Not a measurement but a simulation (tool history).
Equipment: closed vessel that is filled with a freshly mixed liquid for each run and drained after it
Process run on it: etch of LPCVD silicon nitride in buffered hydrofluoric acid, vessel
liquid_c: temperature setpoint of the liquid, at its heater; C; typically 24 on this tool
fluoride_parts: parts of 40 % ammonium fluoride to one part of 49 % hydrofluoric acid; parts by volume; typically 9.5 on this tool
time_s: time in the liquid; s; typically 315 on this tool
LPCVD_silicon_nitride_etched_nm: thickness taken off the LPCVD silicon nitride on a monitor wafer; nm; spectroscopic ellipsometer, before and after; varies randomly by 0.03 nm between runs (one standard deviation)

run,hour,liquid_c,fluoride_parts,time_s,"read-back film thickness of the LPCVD silicon nitride reference wafer, read on the same gauge (nm)",LPCVD_silicon_nitride_etched_nm
1,0,26.5,9.5,315,90,5.01
2,75.6,24,9.5,180,90,2.46
3,120.1,24,9.5,180,90.01,2.44
4,195.1,24,9.5,180,89.99,2.42
5,290.9,24,9.5,315,90,4.17
6,378.8,24,9.5,315,89.94,4.14
# hour 381.3: hydrofluoric acid flow meter replaced
# hour 461.2: thermometer replaced
7,470.8,24,9.5,315,90.05,5
# hour 551.7: gauge calibrated
8,560,28,6.5,435,89.98,12.43
9,642.1,26.5,9.5,315,89.99,5.67
10,733,24,9.5,315,89.97,4.91
11,817.6,24,9.5,315,89.97,4.88
12,870.5,24,8.5,315,90.02,5.26
13,976.7,28,11.5,450,90,6.98
14,1022.6,24,9.5,420,90.03,6.47

Consider 5 possible next runs. They are alternatives, not a sequence: every one starts from the tool as it was left by run 14. What does each give?
A,1023.3,24,9.5,315,?,?
B,1023.3,28,6.5,315,?,?
C,1023.3,25.5,9.5,210,?,?
D,1023.3,21,8,150,?,?
E,1023.3,24,13,315,?,?

run,"read-back film thickness of the LPCVD silicon nitride reference wafer, read on the same gauge (nm)",LPCVD_silicon_nitride_etched_nm
A,89.98,4.76
B,89.98,8.46
C,89.98,3.45
D,89.98,2.21
E,89.98,3.51
Without the tool's hidden state the same runs would have given:
run,LPCVD_silicon_nitride_etched_nm
A,5.13
B,9.2
C,3.71
D,2.43
E,3.84

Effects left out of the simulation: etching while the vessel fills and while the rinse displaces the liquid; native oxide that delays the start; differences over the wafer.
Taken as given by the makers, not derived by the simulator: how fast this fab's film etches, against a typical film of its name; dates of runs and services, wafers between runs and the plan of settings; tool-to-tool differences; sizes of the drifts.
